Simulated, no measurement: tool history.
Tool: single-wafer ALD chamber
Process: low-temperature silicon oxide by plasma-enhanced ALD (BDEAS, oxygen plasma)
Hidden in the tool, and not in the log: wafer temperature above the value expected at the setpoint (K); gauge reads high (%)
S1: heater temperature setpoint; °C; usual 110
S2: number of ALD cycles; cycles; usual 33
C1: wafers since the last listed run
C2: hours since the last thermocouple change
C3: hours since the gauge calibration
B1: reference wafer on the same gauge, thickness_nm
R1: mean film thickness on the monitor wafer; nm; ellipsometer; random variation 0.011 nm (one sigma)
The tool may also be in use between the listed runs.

run 1 hour=0 | S1=110 S2=33 | C1=0 C2=1663.7 C3=17.6 | B1=4.352 | R1=4.249
run 2 hour=8 | S1=110 S2=33 | C1=57 C2=1671.7 C3=25.6 | B1=4.352 | R1=4.246
run 3 hour=17.4 | S1=110 S2=33 | C1=67 C2=1681.1 C3=35 | B1=4.35 | R1=4.243
run 4 hour=29.3 | S1=110 S2=30 | C1=85 C2=1693 C3=46.9 | B1=4.349 | R1=3.864
run 5 hour=36.6 | S1=110 S2=33 | C1=52 C2=1700.3 C3=54.2 | B1=4.35 | R1=4.22
run 6 hour=54.2 | S1=100 S2=28 | C1=126 C2=1717.9 C3=71.8 | B1=4.348 | R1=3.685
run 7 hour=66.2 | S1=110 S2=33 | C1=86 C2=1729.9 C3=83.8 | B1=4.347 | R1=4.245
run 8 hour=73.8 | S1=110 S2=33 | C1=54 C2=1737.5 C3=91.4 | B1=4.353 | R1=4.238
run 9 hour=80.5 | S1=99 S2=33 | C1=48 C2=1744.2 C3=98.1 | B1=4.351 | R1=4.368
run 10 hour=90.8 | S1=110 S2=33 | C1=74 C2=1754.5 C3=108.4 | B1=4.352 | R1=4.238
run 11 hour=97.7 | S1=110 S2=33 | C1=49 C2=1761.4 C3=115.3 | B1=4.351 | R1=4.239
run 12 hour=111.6 | S1=110 S2=33 | C1=99 C2=1775.3 C3=129.2 | B1=4.35 | R1=4.257
-- hour=120.6 gauge calibrated
run 13 hour=124.6 | S1=110 S2=33 | C1=93 C2=1788.3 C3=4 | B1=4.35 | R1=4.228
run 14 hour=141.6 | S1=110 S2=33 | C1=122 C2=1805.3 C3=21 | B1=4.351 | R1=4.228
run 15 hour=155.7 | S1=110 S2=33 | C1=101 C2=1819.4 C3=35.1 | B1=4.346 | R1=4.25
run 16 hour=165.1 | S1=116 S2=36 | C1=67 C2=1828.8 C3=44.5 | B1=4.351 | R1=4.576
-- hour=179 thermocouple changed; heater temperature recalibrated
run 17 hour=181.9 | S1=110 S2=27 | C1=63 C2=2.9 C3=61.3 | B1=4.35 | R1=3.465
run 18 hour=188.2 | S1=110 S2=33 | C1=45 C2=9.2 C3=67.6 | B1=4.349 | R1=4.246
run 19 hour=197.3 | S1=116 S2=30 | C1=65 C2=18.3 C3=76.7 | B1=4.347 | R1=3.823
run 20 hour=208.6 | S1=123 S2=31 | C1=81 C2=29.6 C3=88 | B1=4.351 | R1=3.878
run 21 hour=217.5 | S1=110 S2=33 | C1=64 C2=38.5 C3=96.9 | B1=4.351 | R1=4.219
run 22 hour=228.9 | S1=103 S2=38 | C1=81 C2=49.9 C3=108.3 | B1=4.349 | R1=4.945
run 23 hour=240.7 | S1=102 S2=39 | C1=84 C2=61.7 C3=120.1 | B1=4.354 | R1=5.082
run 24 hour=253.2 | S1=117 S2=35 | C1=89 C2=74.2 C3=132.6 | B1=4.349 | R1=4.441
-- hour=258.6 gauge calibrated
run 25 hour=268.3 | S1=110 S2=33 | C1=108 C2=89.3 C3=9.7 | B1=4.354 | R1=4.238
run 26 hour=284.5 | S1=125 S2=39 | C1=116 C2=105.5 C3=25.9 | B1=4.352 | R1=4.856

What the log doesn't show, run by run:
wafer temperature above the value expected at the setpoint (K): 0 in every run
gauge reads high (%): 0 in every run

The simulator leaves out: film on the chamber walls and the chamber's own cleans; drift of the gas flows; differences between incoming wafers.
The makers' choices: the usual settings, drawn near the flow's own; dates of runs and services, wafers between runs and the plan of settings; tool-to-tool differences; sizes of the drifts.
